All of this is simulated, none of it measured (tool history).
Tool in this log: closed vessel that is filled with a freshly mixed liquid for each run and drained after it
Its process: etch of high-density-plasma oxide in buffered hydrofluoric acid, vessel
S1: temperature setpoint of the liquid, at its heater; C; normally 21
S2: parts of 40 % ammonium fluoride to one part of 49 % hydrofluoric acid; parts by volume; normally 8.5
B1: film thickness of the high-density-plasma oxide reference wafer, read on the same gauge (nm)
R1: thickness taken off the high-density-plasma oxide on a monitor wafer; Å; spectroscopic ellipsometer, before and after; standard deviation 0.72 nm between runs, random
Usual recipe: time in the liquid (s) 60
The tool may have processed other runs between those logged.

run 1 day=0 | S1=21 S2=8.5 time_in_the_liquid_(s)=60 | B1=89.99 | R1=688.3
run 2 day=1.896 | S1=21 S2=8.5 time_in_the_liquid_(s)=60 | B1=90.04 | R1=676.7
run 3 day=3.475 | S1=21 S2=8.5 time_in_the_liquid_(s)=60 | B1=89.97 | R1=669.2
run 4 day=5.708 | S1=21 S2=8.5 time_in_the_liquid_(s)=70 | B1=90.03 | R1=786.6
run 5 day=7.629 | S1=21 S2=8.5 time_in_the_liquid_(s)=70 | B1=89.99 | R1=784.7
run 6 day=13.592 | S1=21 S2=8.5 time_in_the_liquid_(s)=70 | B1=89.98 | R1=775.5
-- day=14.092 gauge calibrated
run 7 day=15.742 | S1=21 S2=8.5 time_in_the_liquid_(s)=60 | B1=90.01 | R1=682.4
run 8 day=17.125 | S1=21 S2=8.5 time_in_the_liquid_(s)=60 | B1=89.99 | R1=666.4
run 9 day=20.083 | S1=21 S2=8.5 time_in_the_liquid_(s)=60 | B1=90.03 | R1=671.3
run 10 day=21.925 | S1=22.5 S2=8.5 time_in_the_liquid_(s)=60 | B1=90.01 | R1=720.5
run 11 day=23.288 | S1=21 S2=8.5 time_in_the_liquid_(s)=60 | B1=89.98 | R1=677
run 12 day=25.825 | S1=24 S2=5 time_in_the_liquid_(s)=45 | B1=89.95 | R1=955.4
run 13 day=27.121 | S1=25.5 S2=5 time_in_the_liquid_(s)=75 | B1=90.03 | R1=1683.6
run 14 day=28.358 | S1=17 S2=9.5 time_in_the_liquid_(s)=45 | B1=89.98 | R1=352.1
-- day=29.458 thermometer replaced
-- day=30.062 hydrofluoric acid flow meter replaced
run 15 day=30.275 | S1=18 S2=8.5 time_in_the_liquid_(s)=60 | B1=90 | R1=627.5
run 16 day=31.783 | S1=21 S2=9.5 time_in_the_liquid_(s)=45 | B1=90.03 | R1=513.1
run 17 day=34.017 | S1=21 S2=8.5 time_in_the_liquid_(s)=40 | B1=89.98 | R1=489.6
run 18 day=42.233 | S1=25.5 S2=11 time_in_the_liquid_(s)=60 | B1=89.97 | R1=756.2
run 19 day=43.596 | S1=21 S2=8.5 time_in_the_liquid_(s)=60 | B1=90.01 | R1=734.1
run 20 day=44.8 | S1=21 S2=8.5 time_in_the_liquid_(s)=70 | B1=89.96 | R1=842.2
run 21 day=46.442 | S1=22.5 S2=6 time_in_the_liquid_(s)=90 | B1=89.96 | R1=1681.8
run 22 day=48.679 | S1=18.5 S2=5.5 time_in_the_liquid_(s)=80 | B1=89.97 | R1=1283.3
run 23 day=49.746 | S1=18.5 S2=8.5 time_in_the_liquid_(s)=45 | B1=90 | R1=470.4
run 24 day=52.112 | S1=25.5 S2=5 time_in_the_liquid_(s)=85 | B1=89.96 | R1=2180.5
run 25 day=53.767 | S1=18 S2=8.5 time_in_the_liquid_(s)=35 | B1=90.01 | R1=350.5
run 26 day=54.842 | S1=23.5 S2=8.5 time_in_the_liquid_(s)=60 | B1=90 | R1=831.8
run 27 day=57.3 | S1=21 S2=8.5 time_in_the_liquid_(s)=60 | B1=90.01 | R1=722.2
run 28 day=59.7 | S1=24.5 S2=6.5 time_in_the_liquid_(s)=60 | B1=89.96 | R1=1152.8
run 29 day=62.483 | S1=21 S2=8.5 time_in_the_liquid_(s)=90 | B1=89.96 | R1=1062.6
run 30 day=63.588 | S1=18.5 S2=5.5 time_in_the_liquid_(s)=75 | B1=89.99 | R1=1180.1
run 31 day=66.575 | S1=23 S2=8.5 time_in_the_liquid_(s)=60 | B1=90.05 | R1=794.3
run 32 day=68.896 | S1=21 S2=8.5 time_in_the_liquid_(s)=60 | B1=89.95 | R1=703

Alternative continuations, all from the tool just after run 32; predict every row:
run A day=68.925 | S1=21 S2=7 time_in_the_liquid_(s)=60 | B1=? | R1=?
run B day=68.925 | S1=21 S2=8.5 time_in_the_liquid_(s)=30 | B1=? | R1=?
run C day=68.925 | S1=19.5 S2=11.5 time_in_the_liquid_(s)=90 | B1=? | R1=?

run=A B1=89.95 R1=877.6
run=B B1=89.95 R1=355.7
run=C B1=89.95 R1=757.5
Stripped of hidden state, with their random variation kept, the same runs would have yielded:
run=A R1=934.5
run=B R1=378.7
run=C R1=801.8

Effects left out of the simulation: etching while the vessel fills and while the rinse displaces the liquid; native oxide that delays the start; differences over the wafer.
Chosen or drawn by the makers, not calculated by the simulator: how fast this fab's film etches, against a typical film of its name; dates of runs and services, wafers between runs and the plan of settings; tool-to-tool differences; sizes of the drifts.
